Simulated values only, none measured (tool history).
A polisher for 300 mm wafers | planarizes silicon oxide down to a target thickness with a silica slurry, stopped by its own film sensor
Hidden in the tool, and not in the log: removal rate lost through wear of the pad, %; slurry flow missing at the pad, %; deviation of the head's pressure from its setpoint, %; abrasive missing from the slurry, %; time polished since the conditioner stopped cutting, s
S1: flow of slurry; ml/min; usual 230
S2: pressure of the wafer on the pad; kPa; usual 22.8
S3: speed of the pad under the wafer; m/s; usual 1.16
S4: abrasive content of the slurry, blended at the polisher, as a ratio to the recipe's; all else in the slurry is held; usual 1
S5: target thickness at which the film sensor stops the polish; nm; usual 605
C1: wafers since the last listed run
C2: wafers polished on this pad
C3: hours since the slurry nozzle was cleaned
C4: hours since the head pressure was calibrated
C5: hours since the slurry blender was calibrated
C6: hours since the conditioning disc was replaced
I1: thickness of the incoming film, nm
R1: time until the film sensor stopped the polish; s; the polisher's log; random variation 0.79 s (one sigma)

run	hour	S1	S2	S3	S4	S5	C1	C2	C3	C4	C5	C6	I1	R1
1	0	230	22.8	1.16	1	605	0	1417	288.4	1179.1	62.9	431.8	854.7	109
# hour 3: worn pad replaced by a new one
# hour 5.8: conditioning disc replaced and pad reconditioned
2	54.8	230	22.8	1.16	1	605	363	363	343.2	1233.9	117.7	49	857.9	108.1
3	97.9	230	22.8	1.16	1	605	314	677	386.3	1277	160.8	92.1	844.1	103.3
# hour 124.4: slurry blender recalibrated
4	164.7	250	22.8	1.16	1	605	472	1150	453.1	1343.8	40.3	158.9	858.5	107.4
# hour 189.6: worn pad replaced by a new one
5	230	230	22.8	0.98	1	605	447	294	518.4	1409.1	105.6	224.2	861	122.2
6	266.8	230	22.8	0.98	1	605	268	563	555.2	1445.9	142.4	261	834.3	111.1
7	294.2	230	22.8	1.16	1	605	199	763	582.6	1473.3	169.8	288.4	855.5	107.7
# hour 299.9: head pressure recalibrated
# hour 302.5: slurry nozzle cleaned
# hour 339.2: slurry blender recalibrated
8	345.5	230	22.8	1.16	1	605	337	1101	43	45.6	6.3	339.7	857	96.2
# hour 358.8: worn pad replaced by a new one
9	407.1	230	17.9	0.82	1.1	565	420	352	104.6	107.2	67.9	401.3	863.3	173.9
10	473.6	285	22.8	1.38	0.75	570	485	837	171.1	173.7	134.4	467.8	855.7	130
# hour 485.9: conditioning disc replaced and pad reconditioned
11	510.2	230	22.8	1.16	1	605	252	1090	207.7	210.3	171	24.3	848.6	95.9
# hour 548.3: worn pad replaced by a new one
# hour 552: slurry blender recalibrated
12	573.5	230	22.8	1.4	1	605	418	169	271	273.6	21.5	87.6	844.7	84
13	628	300	22.8	1.16	1	605	397	566	325.5	328.1	76	142.1	852.1	97.3
# hour 733.3: worn pad replaced by a new one
# hour 739.8: slurry blender recalibrated
14	840.1	230	22.8	1.16	1	605	1503	764	537.6	540.2	100.3	354.2	852.2	100.9
# hour 894: slurry nozzle cleaned
15	899.7	230	22.8	1.34	1.2	605	427	1191	5.7	599.8	159.9	413.8	834.5	76.5
# hour 906.3: slurry blender recalibrated
# hour 925.4: worn pad replaced by a new one
# hour 939.1: conditioning disc replaced and pad reconditioned
16	945	230	22.8	1.16	1	605	272	128	51	645.1	38.7	5.9	864	107.2

How the hidden state differs across the entries between the runs, from the last listed run before each to the first after it:
Between runs 1 and 2: worn pad replaced by a new one (hour 3); conditioning disc replaced and pad reconditioned (hour 5.8)
  deviation of the head's pressure from its setpoint, %: -11.7 -> -11.8
  measured less the result without the state, R1: +12.8 -> +12.8 s
Between runs 3 and 4: slurry blender recalibrated (hour 124.4)
  deviation of the head's pressure from its setpoint, %: -11.9 -> -12
  measured less the result without the state, R1: +12.3 -> +13 s
Between runs 4 and 5: worn pad replaced by a new one (hour 189.6)
  deviation of the head's pressure from its setpoint, %: -12 -> -12.1
  measured less the result without the state, R1: +13 -> +14.9 s
Between runs 7 and 8: head pressure recalibrated (hour 299.9); slurry nozzle cleaned (hour 302.5); slurry blender recalibrated (hour 339.2)
  deviation of the head's pressure from its setpoint, %: -12.2 -> -1.53
  measured less the result without the state, R1: +13.1 -> +1.5 s
Between runs 8 and 9: worn pad replaced by a new one (hour 358.8)
  deviation of the head's pressure from its setpoint, %: -1.53 -> -2.85
  measured less the result without the state, R1: +1.5 -> +4.9 s
Between runs 10 and 11: conditioning disc replaced and pad reconditioned (hour 485.9)
  deviation of the head's pressure from its setpoint, %: -4.1 -> -4.72
  measured less the result without the state, R1: +5.3 -> +4.5 s
Between runs 11 and 12: worn pad replaced by a new one (hour 548.3); slurry blender recalibrated (hour 552)
  deviation of the head's pressure from its setpoint, %: -4.72 -> -5.68
  measured less the result without the state, R1: +4.5 -> +4.8 s
Between runs 13 and 14: worn pad replaced by a new one (hour 733.3); slurry blender recalibrated (hour 739.8)
  deviation of the head's pressure from its setpoint, %: -6.42 -> -8.62
  measured less the result without the state, R1: +6.3 -> +8.7 s
Between runs 14 and 15: slurry nozzle cleaned (hour 894)
  deviation of the head's pressure from its setpoint, %: -8.62 -> -9.09
  measured less the result without the state, R1: +8.7 -> +6.9 s
Between runs 15 and 16: slurry blender recalibrated (hour 906.3); worn pad replaced by a new one (hour 925.4); conditioning disc replaced and pad reconditioned (hour 939.1)
  deviation of the head's pressure from its setpoint, %: -9.09 -> -9.4
  measured less the result without the state, R1: +6.9 -> +10.1 s
